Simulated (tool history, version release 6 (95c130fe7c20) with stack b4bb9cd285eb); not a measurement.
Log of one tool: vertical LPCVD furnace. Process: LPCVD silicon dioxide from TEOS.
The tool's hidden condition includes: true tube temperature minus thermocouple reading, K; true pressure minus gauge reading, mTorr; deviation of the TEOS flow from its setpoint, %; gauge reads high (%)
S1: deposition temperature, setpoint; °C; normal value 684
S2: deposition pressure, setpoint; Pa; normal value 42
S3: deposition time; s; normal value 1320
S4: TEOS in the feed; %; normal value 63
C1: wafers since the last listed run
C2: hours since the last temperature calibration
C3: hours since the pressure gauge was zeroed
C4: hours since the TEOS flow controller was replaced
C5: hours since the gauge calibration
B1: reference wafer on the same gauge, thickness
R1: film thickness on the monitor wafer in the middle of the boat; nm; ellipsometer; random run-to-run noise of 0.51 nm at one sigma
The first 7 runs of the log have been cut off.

| run | hour | S1 | S2 | S3 | S4 | C1 | C2 | C3 | C4 | C5 | B1 | R1 |
|---|---|---|---|---|---|---|---|---|---|---|---|---|
| 8 | 483 | 684 | 42 | 1320 | 63 | 837 | 267.1 | 1928.6 | 5536 | 4588.2 | 107.54 | 100.12 |
| 9 | 548.6 | 684 | 42 | 1320 | 63 | 1013 | 332.7 | 1994.2 | 5601.6 | 4653.8 | 107.31 | 99.58 |
|  | 619.7 | pressure gauge zeroed |
| 10 | 655.6 | 684 | 36 | 1320 | 63 | 1282 | 439.7 | 35.9 | 5708.6 | 4760.8 | 107.46 | 92.79 |
| 11 | 736.7 | 691 | 35.3 | 870 | 59 | 1253 | 520.8 | 117 | 5789.7 | 4841.9 | 107.4 | 69.04 |
| 12 | 811.2 | 684 | 42 | 1320 | 56 | 1151 | 595.3 | 191.5 | 5864.2 | 4916.4 | 107.61 | 94.09 |
| 13 | 880.5 | 672 | 38 | 1320 | 63 | 1071 | 664.6 | 260.8 | 5933.5 | 4985.7 | 107.54 | 71.71 |
|  | 933.9 | gauge calibrated |
|  | 983.9 | TEOS flow controller replaced |
| 14 | 984.4 | 684 | 42 | 1320 | 63 | 1235 | 768.5 | 364.7 | 0.5 | 50.5 | 107.23 | 100.37 |
| 15 | 1047.7 | 684 | 42 | 1320 | 63 | 978 | 831.8 | 428 | 63.8 | 113.8 | 107.43 | 99.87 |
| 16 | 1136.4 | 684 | 42 | 1320 | 63 | 1371 | 920.5 | 516.7 | 152.5 | 202.5 | 107.35 | 101.06 |
| 17 | 1211.6 | 684 | 33.3 | 1320 | 63 | 1162 | 995.7 | 591.9 | 227.7 | 277.7 | 107.53 | 89.84 |

Run 18 has not been measured yet. What should we expect?
| 18 | 1285.7 | 673 | 50 | 1470 | 60 | 1145 | 1069.8 | 666 | 301.8 | 351.8 | ? | ? |

Run 18 yielded B1 107.39, R1 90.67 nm.
If the tool had no hidden condition, the same run with the same run-to-run variation would have returned R1 89.6 nm.

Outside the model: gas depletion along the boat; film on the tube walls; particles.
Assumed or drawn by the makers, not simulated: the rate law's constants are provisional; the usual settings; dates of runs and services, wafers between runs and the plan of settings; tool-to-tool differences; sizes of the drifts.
